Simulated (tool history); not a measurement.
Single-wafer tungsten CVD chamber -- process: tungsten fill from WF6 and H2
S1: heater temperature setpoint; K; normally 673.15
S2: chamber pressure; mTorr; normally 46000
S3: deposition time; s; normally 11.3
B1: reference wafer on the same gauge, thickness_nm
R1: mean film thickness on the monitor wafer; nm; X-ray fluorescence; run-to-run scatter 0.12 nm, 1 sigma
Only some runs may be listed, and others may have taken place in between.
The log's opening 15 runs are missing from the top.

run	hour	S1	S2	S3	B1	R1
16	694.7	677.15	42400	11.9	34.802	46.122
17	758.3	659.15	35800	12.6	34.812	33.796
# hour 761.8: gauge calibrated
18	815.7	673.15	41800	11.3	34.776	40.98
19	862.6	673.15	57000	9.8	34.773	40.385
# hour 900.1: showerhead replaced
20	921.5	685.15	56100	10.3	34.777	50.389
21	977.5	673.15	46000	11.3	34.814	42.51
22	1036.3	673.15	42100	11.3	34.823	41.089
23	1107.7	680.15	46000	12.1	34.797	50.68
# hour 1125.5: capacitance manometer re-zeroed and calibrated
24	1150.8	667.15	52300	10	34.81	35.926
25	1212.5	664.15	55500	11.3	34.772	39.501
26	1267.3	673.15	46000	13.5	34.783	51.248
27	1304.7	686.15	46000	11.3	34.797	52.095
28	1433.6	679.15	46000	11.3	34.785	46.858
29	1483.9	673.15	38700	12.7	34.76	44.641
30	1597.5	682.15	56900	11.3	34.829	53.624
31	1652.3	683.15	46000	13	34.797	57.283
32	1716.6	673.15	46000	11.3	34.806	42.62
33	1753.1	677.15	57500	12.1	34.777	52.787
34	1790.9	673.15	46000	11.3	34.802	42.518

Branching from run 34: 4 alternative next runs. What would each branch give?
A	1791.3	673.15	46000	11.3	?	?
B	1791.3	660.15	37300	10.1	?	?
C	1791.3	663.15	46000	12.1	?	?
D	1791.3	687.15	50400	11.3	?	?

run	B1	R1
A	34.813	42.417
B	34.813	28.02
C	34.813	38.512
D	34.813	54.537
Without the tool's hidden state the same runs would have given:
run	R1
A	42.417
B	28.02
C	38.512
D	54.537
